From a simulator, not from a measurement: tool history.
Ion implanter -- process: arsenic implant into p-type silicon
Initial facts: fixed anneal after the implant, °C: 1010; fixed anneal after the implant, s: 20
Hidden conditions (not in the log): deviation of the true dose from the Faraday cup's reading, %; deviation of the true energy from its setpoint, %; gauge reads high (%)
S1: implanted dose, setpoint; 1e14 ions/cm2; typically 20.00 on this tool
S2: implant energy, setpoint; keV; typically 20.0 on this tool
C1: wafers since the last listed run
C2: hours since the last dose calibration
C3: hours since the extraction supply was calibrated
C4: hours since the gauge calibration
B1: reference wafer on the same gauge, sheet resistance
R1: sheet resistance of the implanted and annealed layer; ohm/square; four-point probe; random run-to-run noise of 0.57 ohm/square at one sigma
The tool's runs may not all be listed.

run,hour,S1,S2,C1,C2,C3,C4,B1,R1
1,0.0,18.04,20.0,0,711.2,2546.9,572.8,99.83,98.05
2,27.6,18.04,20.0,435,738.8,2574.5,600.4,99.78,97.57
3,41.0,18.04,20.0,211,752.2,2587.9,613.8,99.65,98.55
4,55.4,20.00,20.0,227,766.6,2602.3,628.2,99.60,96.62
5,86.2,20.00,20.0,485,797.4,2633.1,659.0,99.46,96.16
6,108.3,20.00,20.0,348,819.5,2655.2,681.1,99.59,96.55
7,143.4,20.00,20.0,553,854.6,2690.3,716.2,99.15,94.74
8,175.2,20.00,20.0,501,886.4,2722.1,748.0,99.23,95.04
9,209.7,20.00,20.0,544,920.9,2756.6,782.5,98.91,94.74
10,227.7,20.00,20.0,283,938.9,2774.6,800.5,98.74,94.97
11,259.8,20.00,20.0,506,971.0,2806.7,832.6,98.70,95.26
12,283.6,22.44,23.5,375,994.8,2830.5,856.4,98.67,87.17
# hour 313.8: Faraday cup replaced and dose calibrated
13,315.9,22.44,23.5,383,2.1,2862.8,888.7,98.51,87.77
# hour 344.6: gauge calibrated
14,350.0,22.44,23.5,537,36.2,2896.9,5.4,101.68,90.50
15,369.8,20.00,20.0,312,56.0,2916.7,25.2,101.91,98.27
16,404.3,20.00,20.0,544,90.5,2951.2,59.7,101.46,97.31
17,419.1,20.00,20.0,233,105.3,2966.0,74.5,101.47,98.26
18,443.8,16.02,20.0,389,130.0,2990.7,99.2,101.31,103.07
19,459.8,14.96,22.5,252,146.0,3006.7,115.2,101.58,100.97
20,491.8,24.37,26.0,504,178.0,3038.7,147.2,101.11,85.55
21,527.6,25.27,25.5,564,213.8,3074.5,183.0,101.16,85.64
# hour 538.9: extraction supply calibrated
22,566.3,22.44,23.5,484,252.5,27.4,221.7,101.03,90.85
23,578.5,23.70,22.0,192,264.7,39.6,233.9,101.02,91.80
24,607.9,14.56,14.5,463,294.1,69.0,263.3,100.58,113.44
25,630.3,24.70,16.5,353,316.5,91.4,285.7,100.77,98.93
26,656.6,25.98,26.0,414,342.8,117.7,312.0,100.66,85.08
27,681.6,23.20,14.5,394,367.8,142.7,337.0,100.49,102.81
28,707.8,16.94,16.0,413,394.0,168.9,363.2,100.29,106.34
29,731.7,20.00,20.0,376,417.9,192.8,387.1,100.42,95.55
30,751.7,17.89,27.0,315,437.9,212.8,407.1,100.41,89.02
31,764.4,20.00,20.0,200,450.6,225.5,419.8,99.95,97.63
32,783.5,14.27,27.0,301,469.7,244.6,438.9,100.15,97.13
33,796.6,23.06,17.0,206,482.8,257.7,452.0,100.04,97.81

3 options for the next run, each taken on its own from the tool as it stands now. Forecast them:
A,797.0,20.00,25.0,6,483.2,258.1,452.4,?,?
B,797.0,25.29,22.5,6,483.2,258.1,452.4,?,?
C,797.0,21.54,20.0,6,483.2,258.1,452.4,?,?

run,B1,R1
A,100.01,89.62
B,100.01,89.17
C,100.01,95.30
Without the tool's unlogged condition, the same runs would have read:
run,R1
A,91.12
B,90.66
C,96.89

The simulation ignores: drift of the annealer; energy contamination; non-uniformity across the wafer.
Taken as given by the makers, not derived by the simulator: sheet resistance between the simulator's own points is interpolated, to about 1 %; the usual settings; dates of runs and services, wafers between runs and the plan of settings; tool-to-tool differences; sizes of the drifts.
